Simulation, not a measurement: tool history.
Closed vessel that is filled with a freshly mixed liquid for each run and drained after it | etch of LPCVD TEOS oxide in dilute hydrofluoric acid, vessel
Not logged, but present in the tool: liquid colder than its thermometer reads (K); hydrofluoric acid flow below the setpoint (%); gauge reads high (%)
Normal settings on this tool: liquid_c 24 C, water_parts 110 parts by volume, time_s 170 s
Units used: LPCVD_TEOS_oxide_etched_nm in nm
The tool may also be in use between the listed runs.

| run | day | liquid_c | water_parts | time_s | wafers since the last listed run | hours since the thermometer was replaced | hours since the hydrofluoric acid flow meter was replaced | hours since the gauge calibration | read-back film thickness of the LPCVD TEOS oxide reference wafer, read on the same gauge (nm) | LPCVD_TEOS_oxide_etched_nm |
|---|---|---|---|---|---|---|---|---|---|---|
| 1 | 0 | 24 | 110 | 170 | 0 | 1173.6 | 742.6 | 188.2 | 130.03 | 23.56 |
| 2 | 0.904 | 24 | 110 | 170 | 1882 | 1195.3 | 764.3 | 209.9 | 130.02 | 23.56 |
| 3 | 2.033 | 24 | 125 | 170 | 2350 | 1222.4 | 791.4 | 237 | 130 | 20.18 |
|  | 2.271 | gauge calibrated |
| 4 | 4.383 | 24 | 125 | 170 | 4892 | 1278.8 | 847.8 | 50.7 | 130.03 | 20.34 |
| 5 | 5.512 | 24 | 125 | 170 | 2350 | 1305.9 | 874.9 | 77.8 | 129.99 | 20.04 |
| 6 | 6.679 | 24 | 110 | 140 | 2428 | 1333.9 | 902.9 | 105.8 | 129.99 | 18.97 |
| 7 | 7.929 | 24 | 110 | 170 | 2602 | 1363.9 | 932.9 | 135.8 | 129.98 | 22.75 |
|  | 8.608 | thermometer replaced |
| 8 | 9.583 | 24 | 110 | 170 | 3357 | 23.4 | 972.6 | 175.5 | 130 | 25.16 |
| 9 | 10.383 | 24 | 110 | 170 | 1665 | 42.6 | 991.8 | 194.7 | 130 | 24.86 |
| 10 | 11.738 | 24 | 110 | 95 | 2819 | 75.1 | 1024.3 | 227.2 | 130 | 13.91 |
| 11 | 12.729 | 21 | 140 | 215 | 2064 | 98.9 | 1048.1 | 251 | 129.97 | 21.12 |
|  | 14.117 | gauge calibrated |
| 12 | 14.204 | 24 | 110 | 140 | 3070 | 134.3 | 1083.5 | 2.1 | 129.99 | 20.23 |
|  | 15.579 | hydrofluoric acid flow meter replaced |
| 13 | 15.704 | 21.5 | 90 | 170 | 3036 | 170.3 | 3 | 38.1 | 130.02 | 32.12 |
| 14 | 16.888 | 19 | 130 | 100 | 2463 | 198.7 | 31.4 | 66.5 | 129.95 | 11.34 |
| 15 | 18.233 | 24 | 85 | 170 | 2801 | 231 | 63.7 | 98.8 | 129.98 | 37.57 |
| 16 | 19.021 | 22 | 110 | 95 | 1639 | 249.9 | 82.6 | 117.7 | 130.01 | 14.71 |
| 17 | 20.35 | 24 | 110 | 170 | 2767 | 281.8 | 114.5 | 149.6 | 129.98 | 28.04 |
| 18 | 21.779 | 24 | 110 | 170 | 2975 | 316.1 | 148.8 | 183.9 | 129.96 | 27.64 |
| 19 | 22.858 | 24 | 110 | 170 | 2246 | 342 | 174.7 | 209.8 | 130 | 27.87 |

Run-by-run hidden state of the tool:
gauge reads high (%): 0, the same for each run
H1: liquid colder than its thermometer reads (K)
H2: hydrofluoric acid flow below the setpoint (%)
| run | H1 | H2 |
|---|---|---|
| 1 | 2.72 | 9.35 |
| 2 | 2.76 | 9.6 |
| 3 | 2.8 | 9.93 |
| 4 | 2.9 | 10.6 |
| 5 | 2.95 | 10.9 |
| 6 | 3 | 11.3 |
| 7 | 3.06 | 11.6 |
| 8 | 0.221 | 12.1 |
| 9 | 0.256 | 12.3 |
| 10 | 0.313 | 12.7 |
| 11 | 0.356 | 13 |
| 12 | 0.419 | 13.4 |
| 13 | 0.483 | 1.28 |
| 14 | 0.533 | 1.62 |
| 15 | 0.591 | 2 |
| 16 | 0.624 | 2.23 |
| 17 | 0.681 | 2.61 |
| 18 | 0.742 | 3.02 |
| 19 | 0.788 | 3.33 |
